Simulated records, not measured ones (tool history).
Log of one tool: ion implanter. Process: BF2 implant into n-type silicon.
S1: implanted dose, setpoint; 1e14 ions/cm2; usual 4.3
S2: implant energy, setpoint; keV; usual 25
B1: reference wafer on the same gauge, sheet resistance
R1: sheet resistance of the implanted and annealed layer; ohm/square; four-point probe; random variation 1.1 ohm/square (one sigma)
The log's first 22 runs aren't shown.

{"run": 23, "hour": 1076.3, "S1": 5, "S2": 18, "B1": 236.86, "R1": 265.38}
{"run": 24, "hour": 1145.2, "S1": 3.52, "S2": 21.5, "B1": 237.01, "R1": 345.86}
{"hour": 1169.4, "done": "gauge calibrated"}
{"run": 25, "hour": 1189.2, "S1": 3.05, "S2": 19, "B1": 236.8, "R1": 397.21}
{"run": 26, "hour": 1230.6, "S1": 3.35, "S2": 30, "B1": 237.01, "R1": 347.43}
{"run": 27, "hour": 1300.0, "S1": 4.3, "S2": 25, "B1": 236.78, "R1": 288.53}
{"hour": 1330.5, "done": "Faraday cup replaced and dose calibrated"}
{"run": 28, "hour": 1404.1, "S1": 3.73, "S2": 25, "B1": 236.8, "R1": 311.65}
{"run": 29, "hour": 1450.4, "S1": 5.44, "S2": 21.5, "B1": 237.1, "R1": 235.38}
{"run": 30, "hour": 1491.8, "S1": 4.3, "S2": 16.5, "B1": 237.01, "R1": 292.35}
{"run": 31, "hour": 1537.9, "S1": 3.52, "S2": 21.5, "B1": 237, "R1": 330.14}
{"run": 32, "hour": 1562.2, "S1": 4.3, "S2": 25, "B1": 237.48, "R1": 277.65}
{"run": 33, "hour": 1589.1, "S1": 4.65, "S2": 25, "B1": 236.99, "R1": 262.45}
{"run": 34, "hour": 1649.6, "S1": 4.77, "S2": 21, "B1": 237.23, "R1": 259.43}
{"run": 35, "hour": 1773.1, "S1": 4.3, "S2": 33, "B1": 236.8, "R1": 269.2}
{"run": 36, "hour": 1811.0, "S1": 4.3, "S2": 25, "B1": 236.86, "R1": 278.61}

The next listed run, before its measurement:
{"run": 37, "hour": 1938.0, "S1": 5.21, "S2": 19, "B1": "?", "R1": "?"}

B1: 236.83
R1: 248.93 ohm/square
Without the tool's hidden state the same run would have given R1 248.99 ohm/square.

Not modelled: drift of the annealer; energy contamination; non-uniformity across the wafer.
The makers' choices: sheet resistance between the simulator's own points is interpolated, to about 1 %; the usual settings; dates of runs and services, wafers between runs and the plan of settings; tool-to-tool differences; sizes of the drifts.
